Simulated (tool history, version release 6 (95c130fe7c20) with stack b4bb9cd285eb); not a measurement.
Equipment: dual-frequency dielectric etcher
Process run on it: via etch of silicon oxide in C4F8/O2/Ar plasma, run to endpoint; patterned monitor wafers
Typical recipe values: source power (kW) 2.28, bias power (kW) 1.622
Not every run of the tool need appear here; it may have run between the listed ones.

run,hour,source power (kW),bias power (kW),wafers since the last listed run,hours since the last wet clean,hours since the last source power generator calibration,hours since the last bias power generator calibration,hours since the last upper electrode change,"incoming incoming film thickness, nm",endpoint time (s)
1,0,2.28,1.622,0,440.3,2279.9,2226.4,1942.3,787.7,151.2
2,34.9,2.28,1.622,256,475.2,2314.8,2261.3,1977.2,787.4,151.1
3,47.8,2.28,1.622,94,488.1,2327.7,2274.2,1990.1,786.4,152
# hour 105.9: wet clean of the chamber
4,106.4,2.28,1.622,254,0.5,2386.3,2332.8,2048.7,777.7,144.8
5,106.7,1.85,1.352,2,0.8,2386.6,2333.1,2049,779.9,183
# hour 120.6: source power generator calibrated
# hour 133.9: upper electrode replaced
# hour 137.3: bias power generator calibrated
6,137.8,1.85,1.352,76,31.9,17.2,0.5,3.9,779.1,181.8
7,158.5,1.85,1.352,152,52.6,37.9,21.2,24.6,788.1,184.6
8,182.6,2.28,1.622,177,76.7,62,45.3,48.7,786.4,146.1
9,197,2.28,1.622,106,91.1,76.4,59.7,63.1,791.5,149.1
10,216.4,2.28,1.622,142,110.5,95.8,79.1,82.5,790,149.2
11,244,2.28,1.622,203,138.1,123.4,106.7,110.1,787.1,148.6
12,260.4,2.28,1.622,120,154.5,139.8,123.1,126.5,791.1,148.5
13,273.1,2.28,1.622,93,167.2,152.5,135.8,139.2,788.8,149.4
14,305.8,2.28,1.622,240,199.9,185.2,168.5,171.9,793.1,150.1
15,323.5,1.99,1.763,130,217.6,202.9,186.2,189.6,781.1,156.7
16,345.3,2.28,1.622,160,239.4,224.7,208,211.4,778.9,147.6
17,359.7,2.44,2.006,106,253.8,239.1,222.4,225.8,792,131.9
18,387.9,1.96,1.622,207,282,267.3,250.6,254,784.7,164.8
19,402.2,1.95,1.329,105,296.3,281.6,264.9,268.3,782.4,181.5
20,438.2,1.82,1.765,265,332.3,317.6,300.9,304.3,785.4,168.7
21,473.7,2.8,1.497,261,367.8,353.1,336.4,339.8,792,138
22,487.6,2.28,1.622,102,381.7,367,350.3,353.7,791.8,151.9
23,502.5,1.88,1.425,109,396.6,381.9,365.2,368.6,784.7,182.3
24,518.2,2.82,1.622,115,412.3,397.6,380.9,384.3,780.7,131.1
25,540.2,2.55,1.622,161,434.3,419.6,402.9,406.3,785.9,141
26,567.6,2.28,1.622,201,461.7,447,430.3,433.7,782.7,151.6
27,590.2,1.76,1.741,166,484.3,469.6,452.9,456.3,787.2,176.9
# hour 616.8: wet clean of the chamber
28,617.3,1.81,1.967,22,0.5,496.7,480,483.4,798.5,159.3
29,682.9,2.28,1.863,483,66.1,562.3,545.6,549,782.5,137.6
30,718.6,2.76,1.856,262,101.8,598,581.3,584.7,791.9,123.6
31,750.4,2.8,1.622,234,133.6,629.8,613.1,616.5,784.3,129.3
32,778.2,2.28,1.339,204,161.4,657.6,640.9,644.3,778.7,159.4
33,800.3,2.28,1.817,162,183.5,679.7,663,666.4,786.4,140.5

Run 34 comes next. What will it give?
34,832.8,1.73,1.472,239,216,712.2,695.5,698.9,783.4,?

{"run 34": {"endpoint time (s)": 187.2}}
With no hidden state in the tool, this same run would have given endpoint time (s) 184.8.
